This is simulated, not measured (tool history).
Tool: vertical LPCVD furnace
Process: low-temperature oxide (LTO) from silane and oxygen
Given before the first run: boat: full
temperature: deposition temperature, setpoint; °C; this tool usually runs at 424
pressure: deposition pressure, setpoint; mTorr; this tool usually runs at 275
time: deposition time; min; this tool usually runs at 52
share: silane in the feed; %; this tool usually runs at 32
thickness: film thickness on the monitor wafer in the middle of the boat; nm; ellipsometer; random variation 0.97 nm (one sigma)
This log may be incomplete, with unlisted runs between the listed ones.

run     day  temperature  pressure  time  share  read-back reference wafer on the same gauge, thickness  thickness
  1       0          424       275    52     32                                                  512.88     580.84
  2   0.717          424       275    52     32                                                  512.72     582.27
  3   1.021          424       275    52     32                                                  512.89     581.57
  4   1.467          424       275    52     32                                                  513.46      581.6
  5   1.988          424       275    52     32                                                  512.75     582.37
      3.342  -- thermocouples replaced and temperature profile calibrated
      3.746  -- pressure gauge zeroed
  6   3.767          432       275    52     32                                                  512.94     660.27
  7   3.933          432       275    52     32                                                  512.61     662.11
  8     4.1          424       230    52     32                                                  513.16     507.64
  9   4.421          424       320    65     37                                                   512.9     1061.4
 10   5.008          434       275    52     32                                                  512.94     673.36
      6.125  -- silane flow controller replaced
 11   6.146          424       275    65     34                                                  513.29     820.45
 12   7.058          429       300    52     29                                                  513.07     610.48
 13   7.771          415       210    52     26                                                  513.03     310.74
 14   8.042          435       240  70.5     32                                                  512.85     805.59
 15   8.525          432       320  44.5     35                                                  512.83     738.51
 16   8.792          424       330    52     36                                                  512.52     848.62
 17   9.162          424       275    52     32                                                  512.97     607.36
 18   9.462          424       325    52     34                                                  513.02     776.28
 19   9.812          424       325  58.5     32                                                  512.74     804.46
 20  10.142          435       325  43.5     32                                                  512.98     671.67
     10.471  -- gauge calibrated
 21  10.633          424       275    52     32                                                  512.84     606.64
 22  11.217          424       275    52     34                                                  512.97     657.18
 23  11.812          424       275    35     32                                                  513.38     408.02
 24  12.554          431       275  38.5     34                                                  512.88     523.04
 25  12.858          424       275    52     32                                                  512.95     605.81
 26  13.221          424       275    52     32                                                  513.04     606.57
 27  13.683          424       275    52     32                                                  512.87     604.44
 28  14.033          434       275    58     30                                                  512.61     686.02
 29  14.738          419       245    52     37                                                  512.84     615.03
 30  15.288          424       275  45.5     32                                                  512.84     530.05
 31  15.704          424       275    52     32                                                  512.97     607.05

Each row is a separate what-if for the run after 31, all from the same tool condition, not one after another. Results?
  A  15.875          424       205    52     32                                                       ?          ?
  B  15.875          424       275  68.5     28                                                       ?          ?
  C  15.875          434       255    52     37                                                       ?          ?
  D  15.875          428       235    32     29                                                       ?          ?

run  read-back reference wafer on the same gauge, thickness  thickness
  A                                                  513.14     450.76
  B                                                  513.14      661.8
  C                                                  513.14     747.83
  D                                                  513.14     289.98
Take away the tool's hidden state, keep each run's random variation, and the runs would have read:
run  thickness
  A     453.72
  B     665.04
  C     751.77
  D     291.64
